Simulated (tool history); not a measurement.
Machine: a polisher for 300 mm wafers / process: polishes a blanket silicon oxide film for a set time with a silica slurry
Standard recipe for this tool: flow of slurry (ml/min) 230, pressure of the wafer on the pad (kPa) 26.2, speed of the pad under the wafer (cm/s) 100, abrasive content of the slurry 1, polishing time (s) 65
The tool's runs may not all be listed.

run   hour  flow of slurry (ml/min)  pressure of the wafer on the pad (kPa)  speed of the pad under the wafer (cm/s)  abrasive content of the slurry  polishing time (s)  wafers since the last listed run  wafers polished on this pad  hours since the slurry nozzle was cleaned  hours since the head pressure was calibrated  hours since the slurry blender was calibrated  hours since the conditioning disc was replaced  incoming thickness of the incoming film, nm  film removed (angstrom)
  1      0                      230                                    26.2                                      100                               1                  65                                 0                         2552                                      402.5                                         697.4                                           42.9                                              76                                        993.4                     1848
      56.2  -- worn pad replaced by a new one
  2    182                      230                                    26.2                                      100                               1                  65                              1783                         1260                                      584.5                                         879.4                                          224.9                                             258                                        986.1                     1869
  3  236.9                      230                                    26.2                                      100                               1                  65                               550                         1810                                      639.4                                         934.3                                          279.8                                           312.9                                       1008.8                     1881
     248.6  -- conditioning disc replaced and pad reconditioned
     265.8  -- slurry blender recalibrated
     268.7  -- slurry nozzle cleaned
  4  295.9                      230                                    26.2                                      100                               1                  65                               541                         2351                                       27.2                                         993.3                                           30.1                                            47.3                                         1007                     1872
       314  -- head pressure recalibrated
     342.4  -- worn pad replaced by a new one
  5  350.9                      230                                    26.2                                      100                               1                  65                               490                           85                                       82.2                                          36.9                                           85.1                                           102.3                                        987.4                     1749
  6    405                      230                                    26.2                                      100                               1                  65                               542                          627                                      136.3                                            91                                          139.2                                           156.4                                        997.1                     1773
  7  452.5                      230                                    26.2                                      100                               1                  65                               475                         1103                                      183.8                                         138.5                                          186.7                                           203.9                                        984.3                     1778
  8  497.3                      230                                    26.2                                       88                               1                  65                               448                         1552                                      228.6                                         183.3                                          231.5                                           248.7                                       1016.6                     1624
  9    534                      230                                    26.2                                       88                               1                  65                               367                         1919                                      265.3                                           220                                          268.2                                           285.4                                       1007.6                     1638
     560.9  -- conditioning disc replaced and pad reconditioned
     569.4  -- slurry blender recalibrated
 10    574                      230                                    26.2                                       88                               1                  65                               360                         2280                                      305.3                                           260                                            4.6                                            13.1                                        989.4                     1636
 11  599.6                      280                                    26.2                                      100                            1.15                  65                               256                         2536                                      330.9                                         285.6                                           30.2                                            38.7                                       1012.7                     1985
     630.6  -- worn pad replaced by a new one
 12  670.8                      270                                    26.2                                      100                               1                  73                               673                          403                                      402.1                                         356.8                                          101.4                                           109.9                                        992.7                     2100

For run 13, what comes out?
 13  736.8                      230                                    26.2                                      100                               1                  65                               661                         1064                                      468.1                                         422.8                                          167.4                                           175.9                                        994.7                        ?

film removed (angstrom): 1840
With the hidden condition absent and the run-to-run variation left alone, this run would have shown film removed (angstrom) 1744.
